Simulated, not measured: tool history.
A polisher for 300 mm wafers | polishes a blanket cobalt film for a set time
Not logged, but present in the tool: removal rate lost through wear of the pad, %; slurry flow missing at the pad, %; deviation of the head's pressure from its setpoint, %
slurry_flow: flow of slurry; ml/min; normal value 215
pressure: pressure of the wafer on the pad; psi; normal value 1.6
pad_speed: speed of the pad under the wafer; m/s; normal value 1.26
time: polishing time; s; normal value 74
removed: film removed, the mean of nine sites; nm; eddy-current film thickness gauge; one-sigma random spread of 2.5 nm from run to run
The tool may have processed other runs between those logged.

| run | hour | slurry_flow | pressure | pad_speed | time | wafers since the last listed run | wafers polished on this pad | hours since the slurry nozzle was cleaned | hours since the head pressure was calibrated | incoming thickness of the incoming film, nm | removed |
|---|---|---|---|---|---|---|---|---|---|---|---|
| 1 | 0 | 215 | 1.6 | 1.26 | 74 | 0 | 761 | 187.4 | 669.3 | 1053.1 | 342 |
|  | 13.3 | worn pad replaced by a new one |
| 2 | 17.7 | 215 | 1.6 | 1.26 | 74 | 97 | 30 | 205.1 | 687 | 1043 | 362.2 |
| 3 | 34.5 | 215 | 1.6 | 1.26 | 74 | 119 | 150 | 221.9 | 703.8 | 1038.4 | 355.5 |
| 4 | 44.6 | 215 | 1.2 | 1.26 | 74 | 71 | 221 | 232 | 713.9 | 1060.8 | 266.8 |
| 5 | 52.1 | 215 | 1.2 | 1.26 | 74 | 53 | 275 | 239.5 | 721.4 | 1039.3 | 264.2 |
| 6 | 64.1 | 215 | 1.6 | 1.26 | 74 | 85 | 360 | 251.5 | 733.4 | 1059 | 356.6 |
| 7 | 75.5 | 215 | 1.6 | 1.26 | 74 | 80 | 441 | 262.9 | 744.8 | 1064.6 | 343.7 |
| 8 | 83 | 215 | 1.6 | 1.26 | 74 | 53 | 494 | 270.4 | 752.3 | 1042.5 | 349.7 |
| 9 | 91.3 | 215 | 1.6 | 1.26 | 74 | 58 | 553 | 278.7 | 760.6 | 1047.1 | 351.8 |
| 10 | 102.5 | 215 | 1.6 | 1.26 | 74 | 79 | 632 | 289.9 | 771.8 | 1048.9 | 346.8 |
| 11 | 111.3 | 215 | 1.6 | 1.26 | 74 | 62 | 694 | 298.7 | 780.6 | 1072.8 | 343.5 |
|  | 119.8 | worn pad replaced by a new one |
|  | 119.9 | slurry nozzle cleaned |
| 12 | 122.5 | 215 | 1.6 | 1.26 | 74 | 50 | 18 | 2.6 | 791.8 | 1045.2 | 327.3 |
| 13 | 134.7 | 215 | 1.6 | 1.26 | 74 | 86 | 104 | 14.8 | 804 | 1070.1 | 324 |
| 14 | 148.7 | 215 | 1.6 | 1.26 | 74 | 99 | 204 | 28.8 | 818 | 1048.2 | 322.9 |
| 15 | 164.9 | 215 | 1.6 | 1.26 | 74 | 114 | 318 | 45 | 834.2 | 1036 | 316.8 |
| 16 | 179.4 | 215 | 1.6 | 1.26 | 74 | 102 | 421 | 59.5 | 848.7 | 1061.8 | 321.1 |
| 17 | 188.5 | 165 | 1.6 | 1.26 | 74 | 64 | 486 | 68.6 | 857.8 | 1052.5 | 299.6 |
| 18 | 205.2 | 215 | 1.9 | 1.52 | 85 | 118 | 604 | 85.3 | 874.5 | 1062.8 | 514.4 |
|  | 208.1 | head pressure recalibrated |
| 19 | 229.5 | 270 | 1.9 | 1.26 | 81 | 158 | 763 | 109.6 | 21.4 | 1057.2 | 412.9 |
|  | 244.6 | worn pad replaced by a new one, repeated, since the last time left the tool worse |
| 20 | 245.1 | 280 | 1.6 | 1.26 | 86 | 82 | 3 | 125.2 | 37 | 1063.8 | 435.6 |
| 21 | 249.9 | 275 | 1.6 | 1.26 | 74 | 34 | 37 | 130 | 41.8 | 1062.4 | 369.7 |
| 22 | 267.6 | 215 | 1.6 | 1.26 | 74 | 125 | 162 | 147.7 | 59.5 | 1069.9 | 354.5 |
| 23 | 283.9 | 190 | 1.6 | 1.26 | 74 | 115 | 278 | 164 | 75.8 | 1055.1 | 348.8 |
| 24 | 295.7 | 215 | 1.6 | 1.44 | 74 | 83 | 362 | 175.8 | 87.6 | 1046.7 | 399.9 |
| 25 | 310.9 | 215 | 1.3 | 1.26 | 99 | 107 | 470 | 191 | 102.8 | 1059.6 | 381.2 |
| 26 | 328.7 | 150 | 1.1 | 1.48 | 74 | 126 | 596 | 208.8 | 120.6 | 1034.8 | 263.8 |
| 27 | 356.6 | 280 | 1 | 0.84 | 98 | 197 | 794 | 236.7 | 148.5 | 1037.8 | 192.4 |

What does the tool deliver on the next run?
|  | 364.5 | worn pad replaced by a new one |
| 28 | 364.8 | 215 | 1.6 | 1.26 | 52 | 29 | 2 | 244.9 | 156.7 | 1052.2 | ? |

{"run 28": {"removed": 254.9}}
Take away the tool's hidden state, keep the run-to-run variation as it was, and the same run would have given removed 256.4 nm.
